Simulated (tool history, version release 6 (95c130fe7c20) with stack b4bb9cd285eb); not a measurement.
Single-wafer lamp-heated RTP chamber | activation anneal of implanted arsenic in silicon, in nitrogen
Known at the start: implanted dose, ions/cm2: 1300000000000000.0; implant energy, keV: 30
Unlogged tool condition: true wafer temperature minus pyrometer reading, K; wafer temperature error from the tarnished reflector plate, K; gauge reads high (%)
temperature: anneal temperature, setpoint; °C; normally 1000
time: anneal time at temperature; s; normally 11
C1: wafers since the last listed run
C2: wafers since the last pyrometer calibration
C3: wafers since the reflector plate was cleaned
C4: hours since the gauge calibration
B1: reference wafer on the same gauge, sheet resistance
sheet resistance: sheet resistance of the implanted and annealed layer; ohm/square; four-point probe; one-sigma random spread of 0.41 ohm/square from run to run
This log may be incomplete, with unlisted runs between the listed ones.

{"run": 1, "hour": 0.0, "temperature": 1000, "time": 11, "C1": 0, "C2": 769, "C3": 769, "C4": 365.4, "B1": 98.07, "sheet resistance": 107.44}
{"run": 2, "hour": 68.7, "temperature": 1000, "time": 11, "C1": 974, "C2": 1743, "C3": 1743, "C4": 434.1, "B1": 97.97, "sheet resistance": 106.73}
{"run": 3, "hour": 137.8, "temperature": 1023, "time": 10, "C1": 980, "C2": 2724, "C3": 2724, "C4": 503.2, "B1": 97.98, "sheet resistance": 105.31}
{"run": 4, "hour": 181.7, "temperature": 1023, "time": 10, "C1": 622, "C2": 3346, "C3": 3346, "C4": 547.1, "B1": 98.07, "sheet resistance": 105.02}
{"run": 5, "hour": 249.0, "temperature": 1000, "time": 11, "C1": 954, "C2": 4301, "C3": 4301, "C4": 614.4, "B1": 98.03, "sheet resistance": 107.09}
{"run": 6, "hour": 310.7, "temperature": 1000, "time": 11, "C1": 875, "C2": 5176, "C3": 5176, "C4": 676.1, "B1": 98, "sheet resistance": 106.76}
{"run": 7, "hour": 377.3, "temperature": 1000, "time": 11, "C1": 944, "C2": 6121, "C3": 6121, "C4": 742.7, "B1": 98.06, "sheet resistance": 105.8}
{"run": 8, "hour": 443.9, "temperature": 1000, "time": 11, "C1": 944, "C2": 7066, "C3": 7066, "C4": 809.3, "B1": 97.99, "sheet resistance": 104.75}
{"hour": 462.2, "done": "pyrometer window cleaned and pyrometer calibrated"}
{"run": 9, "hour": 471.3, "temperature": 1000, "time": 11, "C1": 275, "C2": 128, "C3": 7341, "C4": 836.7, "B1": 97.98, "sheet resistance": 108.34}
{"hour": 535.8, "done": "reflector plate cleaned"}
{"run": 10, "hour": 538.4, "temperature": 1000, "time": 11, "C1": 838, "C2": 966, "C3": 36, "C4": 903.8, "B1": 98.07, "sheet resistance": 108}
{"run": 11, "hour": 582.6, "temperature": 991, "time": 15, "C1": 627, "C2": 1594, "C3": 663, "C4": 948, "B1": 98.03, "sheet resistance": 107.2}
{"run": 12, "hour": 645.5, "temperature": 991, "time": 15, "C1": 892, "C2": 2486, "C3": 1555, "C4": 1010.9, "B1": 98.02, "sheet resistance": 106.8}
{"run": 13, "hour": 695.1, "temperature": 1000, "time": 15, "C1": 703, "C2": 3190, "C3": 2259, "C4": 1060.5, "B1": 98, "sheet resistance": 105.46}
{"run": 14, "hour": 731.8, "temperature": 1000, "time": 15, "C1": 520, "C2": 3710, "C3": 2780, "C4": 1097.2, "B1": 97.99, "sheet resistance": 105.01}
{"run": 15, "hour": 796.4, "temperature": 974, "time": 8, "C1": 916, "C2": 4627, "C3": 3696, "C4": 1161.8, "B1": 97.96, "sheet resistance": 115.54}
{"run": 16, "hour": 861.5, "temperature": 987, "time": 7, "C1": 923, "C2": 5550, "C3": 4620, "C4": 1226.9, "B1": 98.05, "sheet resistance": 112.66}
{"hour": 900.1, "done": "pyrometer window cleaned and pyrometer calibrated"}
{"run": 17, "hour": 900.6, "temperature": 973, "time": 8, "C1": 441, "C2": 6, "C3": 5061, "C4": 1266, "B1": 98.02, "sheet resistance": 117.51}
{"run": 18, "hour": 936.5, "temperature": 1026, "time": 15, "C1": 509, "C2": 515, "C3": 5570, "C4": 1301.9, "B1": 98.11, "sheet resistance": 101.84}
{"run": 19, "hour": 962.6, "temperature": 1009, "time": 14, "C1": 370, "C2": 886, "C3": 5941, "C4": 1328, "B1": 97.98, "sheet resistance": 104.57}
{"run": 20, "hour": 1020.7, "temperature": 1009, "time": 14, "C1": 824, "C2": 1710, "C3": 6765, "C4": 1386.1, "B1": 98.11, "sheet resistance": 103.64}
{"run": 21, "hour": 1051.0, "temperature": 1010, "time": 11, "C1": 429, "C2": 2140, "C3": 7195, "C4": 1416.4, "B1": 97.98, "sheet resistance": 105.33}
{"hour": 1061.4, "done": "gauge calibrated"}
{"hour": 1101.6, "done": "reflector plate cleaned"}
{"run": 22, "hour": 1229.0, "temperature": 1009, "time": 16, "C1": 2411, "C2": 4552, "C3": 1807, "C4": 167.6, "B1": 97.98, "sheet resistance": 102.92}
{"run": 23, "hour": 1261.4, "temperature": 986, "time": 11, "C1": 459, "C2": 5011, "C3": 2267, "C4": 200, "B1": 97.96, "sheet resistance": 109.1}
{"run": 24, "hour": 1295.6, "temperature": 1000, "time": 13, "C1": 485, "C2": 5496, "C3": 2752, "C4": 234.2, "B1": 98, "sheet resistance": 105.53}
{"hour": 1310.4, "done": "pyrometer window cleaned and pyrometer calibrated"}
{"run": 25, "hour": 1331.1, "temperature": 1000, "time": 11, "C1": 390, "C2": 293, "C3": 3142, "C4": 269.7, "B1": 97.99, "sheet resistance": 108.13}
{"run": 26, "hour": 1391.4, "temperature": 990, "time": 16, "C1": 855, "C2": 1149, "C3": 3998, "C4": 330, "B1": 98.01, "sheet resistance": 107.01}
{"run": 27, "hour": 1416.1, "temperature": 977, "time": 6, "C1": 350, "C2": 1499, "C3": 4348, "C4": 354.7, "B1": 98, "sheet resistance": 118.24}
{"run": 28, "hour": 1559.7, "temperature": 1000, "time": 11, "C1": 2037, "C2": 3536, "C3": 6385, "C4": 498.3, "B1": 98.01, "sheet resistance": 106.51}
{"run": 29, "hour": 1625.3, "temperature": 1030, "time": 8, "C1": 930, "C2": 4467, "C3": 7316, "C4": 563.9, "B1": 98.03, "sheet resistance": 104.03}
{"hour": 1696.7, "done": "pyrometer window cleaned and pyrometer calibrated"}
{"run": 30, "hour": 1697.2, "temperature": 1023, "time": 11, "C1": 906, "C2": 7, "C3": 8223, "C4": 635.8, "B1": 98.01, "sheet resistance": 104.24}
{"hour": 1756.6, "done": "reflector plate cleaned"}
{"run": 31, "hour": 1764.7, "temperature": 971, "time": 5, "C1": 844, "C2": 851, "C3": 115, "C4": 703.3, "B1": 98.02, "sheet resistance": 121.44}
{"run": 32, "hour": 1832.2, "temperature": 983, "time": 16, "C1": 957, "C2": 1809, "C3": 1073, "C4": 770.8, "B1": 97.94, "sheet resistance": 108.63}
{"run": 33, "hour": 1884.4, "temperature": 1017, "time": 5, "C1": 740, "C2": 2550, "C3": 1813, "C4": 823, "B1": 98.03, "sheet resistance": 109.86}
{"run": 34, "hour": 1919.7, "temperature": 1000, "time": 11, "C1": 500, "C2": 3050, "C3": 2314, "C4": 858.3, "B1": 97.96, "sheet resistance": 107.24}
{"run": 35, "hour": 1965.0, "temperature": 1000, "time": 11, "C1": 642, "C2": 3693, "C3": 2957, "C4": 903.6, "B1": 98.03, "sheet resistance": 107.8}

Take each entry between the runs: how does the hidden state at the last listed run before it differ from the hidden state at the first listed run after it?
After run 8, before run 9: pyrometer window cleaned and pyrometer calibrated (hour 462.2)
  true wafer temperature minus pyrometer reading, K: 15 -> 0.594
  measured value less the no-hidden-state value, sheet resistance: -2.46 -> -0.12 ohm/square
After run 9, before run 10: reflector plate cleaned (hour 535.8)
  true wafer temperature minus pyrometer reading, K: 0.594 -> 0.931
  measured value less the no-hidden-state value, sheet resistance: -0.12 -> -0.18 ohm/square
After run 16, before run 17: pyrometer window cleaned and pyrometer calibrated (hour 900.1)
  true wafer temperature minus pyrometer reading, K: 9.98 -> 1.46
  measured value less the no-hidden-state value, sheet resistance: -2.56 -> -0.45 ohm/square
After run 21, before run 22: gauge calibrated (hour 1061.4); reflector plate cleaned (hour 1101.6)
  true wafer temperature minus pyrometer reading, K: 2.8 -> 7.84
  measured value less the no-hidden-state value, sheet resistance: -0.43 -> -1.12 ohm/square
After run 24, before run 25: pyrometer window cleaned and pyrometer calibrated (hour 1310.4)
  true wafer temperature minus pyrometer reading, K: 10.7 -> 0.874
  measured value less the no-hidden-state value, sheet resistance: -1.73 -> -0.16 ohm/square
After run 29, before run 30: pyrometer window cleaned and pyrometer calibrated (hour 1696.7)
  true wafer temperature minus pyrometer reading, K: 6.69 -> 0.741
  measured value less the no-hidden-state value, sheet resistance: -0.99 -> -0.11 ohm/square
After run 30, before run 31: reflector plate cleaned (hour 1756.6)
  true wafer temperature minus pyrometer reading, K: 0.741 -> 1.01
  measured value less the no-hidden-state value, sheet resistance: -0.11 -> -0.23 ohm/square
